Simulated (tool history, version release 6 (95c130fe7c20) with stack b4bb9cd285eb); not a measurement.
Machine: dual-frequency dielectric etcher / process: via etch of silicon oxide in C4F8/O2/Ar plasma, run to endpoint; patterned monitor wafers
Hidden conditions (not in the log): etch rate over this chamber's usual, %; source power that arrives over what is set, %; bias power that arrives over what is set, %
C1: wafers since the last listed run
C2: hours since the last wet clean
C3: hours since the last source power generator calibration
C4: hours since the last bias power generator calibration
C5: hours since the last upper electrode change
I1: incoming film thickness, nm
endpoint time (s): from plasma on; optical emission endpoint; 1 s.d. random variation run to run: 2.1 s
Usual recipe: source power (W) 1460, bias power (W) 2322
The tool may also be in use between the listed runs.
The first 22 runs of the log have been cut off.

{"run": 23, "hour": 666.3, "source power (W)": 1460, "bias power (W)": 2322, "C1": 25, "C2": 4.4, "C3": 326.3, "C4": 274.6, "C5": 249.6, "I1": 1274.3, "endpoint time (s)": 302.0}
{"run": 24, "hour": 680.8, "source power (W)": 1670, "bias power (W)": 2634, "C1": 96, "C2": 18.9, "C3": 340.8, "C4": 289.1, "C5": 264.1, "I1": 1267.8, "endpoint time (s)": 270.5}
{"run": 25, "hour": 711.6, "source power (W)": 1140, "bias power (W)": 2322, "C1": 204, "C2": 49.7, "C3": 371.6, "C4": 319.9, "C5": 294.9, "I1": 1260.8, "endpoint time (s)": 321.7}
{"run": 26, "hour": 733.5, "source power (W)": 1580, "bias power (W)": 1827, "C1": 145, "C2": 71.6, "C3": 393.5, "C4": 341.8, "C5": 316.8, "I1": 1252.7, "endpoint time (s)": 297.8}
{"run": 27, "hour": 760.1, "source power (W)": 1160, "bias power (W)": 2322, "C1": 176, "C2": 98.2, "C3": 420.1, "C4": 368.4, "C5": 343.4, "I1": 1249.4, "endpoint time (s)": 317.1}
{"run": 28, "hour": 779.8, "source power (W)": 1270, "bias power (W)": 1998, "C1": 130, "C2": 117.9, "C3": 439.8, "C4": 388.1, "C5": 363.1, "I1": 1255.6, "endpoint time (s)": 317.8}
{"run": 29, "hour": 809.4, "source power (W)": 1810, "bias power (W)": 2322, "C1": 196, "C2": 147.5, "C3": 469.4, "C4": 417.7, "C5": 392.7, "I1": 1254.4, "endpoint time (s)": 262.2}
{"run": 30, "hour": 836.2, "source power (W)": 1220, "bias power (W)": 2486, "C1": 177, "C2": 174.3, "C3": 496.2, "C4": 444.5, "C5": 419.5, "I1": 1264.4, "endpoint time (s)": 304.4}
{"run": 31, "hour": 863.2, "source power (W)": 1200, "bias power (W)": 2322, "C1": 179, "C2": 201.3, "C3": 523.2, "C4": 471.5, "C5": 446.5, "I1": 1258.7, "endpoint time (s)": 309.0}
{"run": 32, "hour": 898.6, "source power (W)": 1550, "bias power (W)": 2587, "C1": 235, "C2": 236.7, "C3": 558.6, "C4": 506.9, "C5": 481.9, "I1": 1256.6, "endpoint time (s)": 274.1}
{"run": 33, "hour": 933.1, "source power (W)": 1260, "bias power (W)": 2895, "C1": 229, "C2": 271.2, "C3": 593.1, "C4": 541.4, "C5": 516.4, "I1": 1258.4, "endpoint time (s)": 284.9}
{"run": 34, "hour": 964.3, "source power (W)": 1160, "bias power (W)": 2062, "C1": 207, "C2": 302.4, "C3": 624.3, "C4": 572.6, "C5": 547.6, "I1": 1265.0, "endpoint time (s)": 326.3}

Alternative continuations, all from the tool just after run 34; predict every row:
{"run": "A", "hour": 964.8, "source power (W)": 1460, "bias power (W)": 1832, "C1": 3, "C2": 302.9, "C3": 624.8, "C4": 573.1, "C5": 548.1, "I1": 1254.3, "endpoint time (s)": "?"}
{"run": "B", "hour": 964.8, "source power (W)": 1200, "bias power (W)": 2495, "C1": 3, "C2": 302.9, "C3": 624.8, "C4": 573.1, "C5": 548.1, "I1": 1254.3, "endpoint time (s)": "?"}
{"run": "C", "hour": 964.8, "source power (W)": 1610, "bias power (W)": 2322, "C1": 3, "C2": 302.9, "C3": 624.8, "C4": 573.1, "C5": 548.1, "I1": 1254.3, "endpoint time (s)": "?"}

run=A endpoint_time_(s)=302.8
run=B endpoint_time_(s)=303.2
run=C endpoint_time_(s)=274.0
Without the tool's hidden state the same runs would have given:
run=A endpoint_time_(s)=312.6
run=B endpoint_time_(s)=313.0
run=C endpoint_time_(s)=282.9

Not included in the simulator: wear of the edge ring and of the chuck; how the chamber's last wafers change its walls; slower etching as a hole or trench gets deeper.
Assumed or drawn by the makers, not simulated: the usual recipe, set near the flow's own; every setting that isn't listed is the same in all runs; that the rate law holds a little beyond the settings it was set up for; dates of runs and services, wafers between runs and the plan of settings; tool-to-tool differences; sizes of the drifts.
